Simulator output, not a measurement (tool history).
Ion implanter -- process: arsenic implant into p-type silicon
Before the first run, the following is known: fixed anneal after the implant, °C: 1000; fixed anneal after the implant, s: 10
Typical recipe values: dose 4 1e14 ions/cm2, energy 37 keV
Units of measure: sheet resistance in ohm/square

| run | day | dose | energy | read-back reference wafer on the same gauge, sheet resistance | sheet resistance |
|---|---|---|---|---|---|
| 1 | 0 | 4 | 43.5 | 199.01 | 201.73 |
| 2 | 2.75 | 4 | 43.5 | 199.04 | 202.27 |
|  | 4.233 | Faraday cup replaced and dose calibrated |
| 3 | 6.529 | 4 | 37 | 199.14 | 204.17 |
| 4 | 9.533 | 4 | 37 | 199 | 205.07 |
| 5 | 12.9 | 4 | 37 | 198.94 | 205.9 |
| 6 | 16.975 | 4 | 28 | 198.92 | 214.13 |
| 7 | 20.746 | 4 | 28 | 198.97 | 215.47 |
| 8 | 22.717 | 4 | 28 | 198.92 | 215.47 |
| 9 | 27.175 | 4 | 32.5 | 198.98 | 210.7 |
|  | 30.654 | Faraday cup replaced and dose calibrated |
| 10 | 30.675 | 3.7 | 37 | 199.05 | 215.06 |
| 11 | 34.596 | 4 | 37 | 198.89 | 205.3 |
| 12 | 37.279 | 4 | 37 | 198.93 | 205.69 |
|  | 39.042 | gauge calibrated |
| 13 | 40.654 | 4 | 37 | 198.99 | 206.54 |
|  | 41.675 | extraction supply calibrated |
| 14 | 51.854 | 4 | 37 | 199.06 | 207.32 |
| 15 | 56.246 | 2.96 | 25 | 199.06 | 274.22 |
|  | 58.854 | Faraday cup replaced and dose calibrated |
| 16 | 60.238 | 4 | 32.5 | 199.18 | 208.44 |
| 17 | 63.146 | 3.26 | 32 | 199.09 | 243.83 |
| 18 | 65.954 | 3.6 | 37 | 199.08 | 223.35 |
| 19 | 68.654 | 4.92 | 37 | 198.95 | 176.73 |
| 20 | 71.704 | 4.97 | 47 | 198.94 | 169.72 |
| 21 | 75.242 | 4.39 | 40.5 | 199.07 | 190.55 |
| 22 | 77.65 | 4 | 37 | 199 | 207.13 |
| 23 | 80.767 | 4 | 37 | 198.84 | 207.25 |
|  | 83.829 | Faraday cup replaced and dose calibrated |
| 24 | 84.546 | 3.48 | 30 | 199.06 | 232.45 |
| 25 | 86.621 | 4 | 37 | 198.85 | 203.81 |
| 26 | 89.617 | 4.96 | 24 | 199 | 186.56 |

Consider 3 possible next runs. They are alternatives, not a sequence: every one starts from the tool as it was left by run 26. What does each give?
| A | 89.633 | 4 | 37 | ? | ? |
| B | 89.633 | 4.64 | 43 | ? | ? |
| C | 89.633 | 4 | 26 | ? | ? |

| run | read-back reference wafer on the same gauge, sheet resistance | sheet resistance |
|---|---|---|
| A | 198.86 | 204.82 |
| B | 198.86 | 179.16 |
| C | 198.86 | 215.61 |
Had the tool no hidden state, the same runs would have come out as:
| run | sheet resistance |
|---|---|
| A | 202.96 |
| B | 177.51 |
| C | 213.66 |
